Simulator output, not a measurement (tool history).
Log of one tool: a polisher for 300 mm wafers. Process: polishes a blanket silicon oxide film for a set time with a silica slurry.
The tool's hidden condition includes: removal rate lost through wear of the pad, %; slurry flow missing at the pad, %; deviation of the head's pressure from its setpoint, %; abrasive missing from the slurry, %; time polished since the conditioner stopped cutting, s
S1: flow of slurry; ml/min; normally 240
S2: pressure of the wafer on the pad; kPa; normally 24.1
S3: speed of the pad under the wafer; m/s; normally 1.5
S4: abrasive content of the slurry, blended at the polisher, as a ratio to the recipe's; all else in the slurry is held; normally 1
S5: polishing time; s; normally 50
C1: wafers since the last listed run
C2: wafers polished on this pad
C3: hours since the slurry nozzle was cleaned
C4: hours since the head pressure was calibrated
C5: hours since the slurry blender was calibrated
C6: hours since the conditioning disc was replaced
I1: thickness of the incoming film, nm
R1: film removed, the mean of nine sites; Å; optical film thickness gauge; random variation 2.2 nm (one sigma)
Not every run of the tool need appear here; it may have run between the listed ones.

run 1 hour=0 | S1=240 S2=24.1 S3=1.5 S4=1 S5=46 | C1=0 C2=4399 C3=564 C4=719.2 C5=383 C6=49.1 | I1=1648.3 | R1=1567
-- hour=32.8 slurry nozzle cleaned
run 2 hour=56.5 | S1=240 S2=24.1 S3=1.5 S4=1 S5=50 | C1=835 C2=5235 C3=23.7 C4=775.7 C5=439.5 C6=105.6 | I1=1678.7 | R1=1707
-- hour=85.2 slurry blender recalibrated
run 3 hour=89.2 | S1=160 S2=30.3 S3=1.14 S4=1 S5=59 | C1=462 C2=5697 C3=56.4 C4=808.4 C5=4 C6=138.3 | I1=1655.8 | R1=1855
run 4 hour=119 | S1=220 S2=27.6 S3=1.5 S4=1 S5=50 | C1=448 C2=6145 C3=86.2 C4=838.2 C5=33.8 C6=168.1 | I1=1655.5 | R1=1871
run 5 hour=151.9 | S1=240 S2=30.3 S3=1.5 S4=1.2 S5=63 | C1=495 C2=6641 C3=119.1 C4=871.1 C5=66.7 C6=201 | I1=1672.7 | R1=2808
run 6 hour=181.4 | S1=240 S2=24.1 S3=1.5 S4=1 S5=50 | C1=444 C2=7085 C3=148.6 C4=900.6 C5=96.2 C6=230.5 | I1=1667.3 | R1=1673
-- hour=223.2 worn pad replaced by a new one
run 7 hour=243.2 | S1=240 S2=24.1 S3=1.92 S4=0.8 S5=50 | C1=870 C2=300 C3=210.4 C4=962.4 C5=158 C6=292.3 | I1=1657.7 | R1=1893
run 8 hour=310.5 | S1=240 S2=24.1 S3=1.5 S4=1 S5=50 | C1=1013 C2=1313 C3=277.7 C4=1029.7 C5=225.3 C6=359.6 | I1=1700.3 | R1=1693
run 9 hour=365.4 | S1=240 S2=24.1 S3=1.1 S4=1.25 S5=50 | C1=826 C2=2140 C3=332.6 C4=1084.6 C5=280.2 C6=414.5 | I1=1683.1 | R1=1392
-- hour=403.8 conditioning disc replaced and pad reconditioned
run 10 hour=434.4 | S1=205 S2=24.1 S3=2 S4=1 S5=50 | C1=1008 C2=3148 C3=401.6 C4=1153.6 C5=349.2 C6=30.6 | I1=1665.5 | R1=2084
-- hour=486.9 slurry blender recalibrated
run 11 hour=494.5 | S1=310 S2=18.6 S3=1.5 S4=1 S5=63 | C1=874 C2=4023 C3=461.7 C4=1213.7 C5=7.6 C6=90.7 | I1=1662.3 | R1=1715
run 12 hour=577.5 | S1=240 S2=20.7 S3=1.5 S4=1 S5=50 | C1=1249 C2=5272 C3=544.7 C4=1296.7 C5=90.6 C6=173.7 | I1=1677.7 | R1=1469
-- hour=625 worn pad replaced by a new one
run 13 hour=648.5 | S1=240 S2=24.1 S3=1.5 S4=1 S5=50 | C1=1008 C2=353 C3=615.7 C4=1367.7 C5=161.6 C6=244.7 | I1=1690.6 | R1=1698
run 14 hour=699.3 | S1=240 S2=17.2 S3=1.24 S4=1.3 S5=50 | C1=764 C2=1118 C3=666.5 C4=1418.5 C5=212.4 C6=295.5 | I1=1664.5 | R1=1176
-- hour=707 head pressure recalibrated
-- hour=724.2 slurry nozzle cleaned
run 15 hour=768.5 | S1=240 S2=24.1 S3=1.5 S4=1 S5=58 | C1=996 C2=2114 C3=44.3 C4=61.5 C5=281.6 C6=364.7 | I1=1681.3 | R1=1925
run 16 hour=814.5 | S1=305 S2=17.2 S3=1.5 S4=1 S5=50 | C1=692 C2=2806 C3=90.3 C4=107.5 C5=327.6 C6=410.7 | I1=1699.1 | R1=1295
run 17 hour=839.4 | S1=240 S2=24.1 S3=1.5 S4=1 S5=50 | C1=374 C2=3181 C3=115.2 C4=132.4 C5=352.5 C6=435.6 | I1=1687 | R1=1674
run 18 hour=880.6 | S1=295 S2=24.1 S3=1.94 S4=1 S5=50 | C1=620 C2=3801 C3=156.4 C4=173.6 C5=393.7 C6=476.8 | I1=1657.5 | R1=2090
-- hour=901.7 conditioning disc replaced and pad reconditioned
-- hour=955.6 slurry blender recalibrated
run 19 hour=1035.4 | S1=265 S2=26.9 S3=1.5 S4=1 S5=64 | C1=2269 C2=6071 C3=311.2 C4=328.4 C5=79.8 C6=133.7 | I1=1661.8 | R1=2380
-- hour=1053 worn pad replaced by a new one
run 20 hour=1079.7 | S1=240 S2=24.1 S3=1.5 S4=1 S5=50 | C1=606 C2=401 C3=355.5 C4=372.7 C5=124.1 C6=178 | I1=1630.6 | R1=1699
run 21 hour=1122 | S1=240 S2=26.9 S3=1.5 S4=0.8 S5=43 | C1=636 C2=1038 C3=397.8 C4=415 C5=166.4 C6=220.3 | I1=1683.3 | R1=1434
run 22 hour=1176.7 | S1=240 S2=24.1 S3=1.5 S4=1.25 S5=50 | C1=823 C2=1861 C3=452.5 C4=469.7 C5=221.1 C6=275 | I1=1666.2 | R1=1828
run 23 hour=1247.7 | S1=240 S2=30.3 S3=1.96 S4=1.1 S5=68 | C1=1068 C2=2930 C3=523.5 C4=540.7 C5=292.1 C6=346 | I1=1644 | R1=3599
run 24 hour=1272.6 | S1=240 S2=24.1 S3=1.5 S4=1 S5=55 | C1=374 C2=3305 C3=548.4 C4=565.6 C5=317 C6=370.9 | I1=1680.2 | R1=1848
run 25 hour=1316.5 | S1=240 S2=24.1 S3=1.5 S4=1 S5=50 | C1=660 C2=3966 C3=592.3 C4=609.5 C5=360.9 C6=414.8 | I1=1685.3 | R1=1661

For each entry between runs, how does the tool's hidden state at the last listed run before it compare with that at the first listed run after it?
In the gap between runs 1 and 2: slurry nozzle cleaned (hour 32.8)
  both runs share identical hidden conditions
In the gap between runs 2 and 3: slurry blender recalibrated (hour 85.2)
  both runs share identical hidden conditions
In the gap between runs 6 and 7: worn pad replaced by a new one (hour 223.2)
  both runs share identical hidden conditions
In the gap between runs 9 and 10: conditioning disc replaced and pad reconditioned (hour 403.8)
  both runs share identical hidden conditions
In the gap between runs 10 and 11: slurry blender recalibrated (hour 486.9)
  both runs share identical hidden conditions
In the gap between runs 12 and 13: worn pad replaced by a new one (hour 625)
  both runs share identical hidden conditions
In the gap between runs 14 and 15: head pressure recalibrated (hour 707); slurry nozzle cleaned (hour 724.2)
  both runs share identical hidden conditions
In the gap between runs 18 and 19: conditioning disc replaced and pad reconditioned (hour 901.7); slurry blender recalibrated (hour 955.6)
  both runs share identical hidden conditions
In the gap between runs 19 and 20: worn pad replaced by a new one (hour 1053)
  both runs share identical hidden conditions

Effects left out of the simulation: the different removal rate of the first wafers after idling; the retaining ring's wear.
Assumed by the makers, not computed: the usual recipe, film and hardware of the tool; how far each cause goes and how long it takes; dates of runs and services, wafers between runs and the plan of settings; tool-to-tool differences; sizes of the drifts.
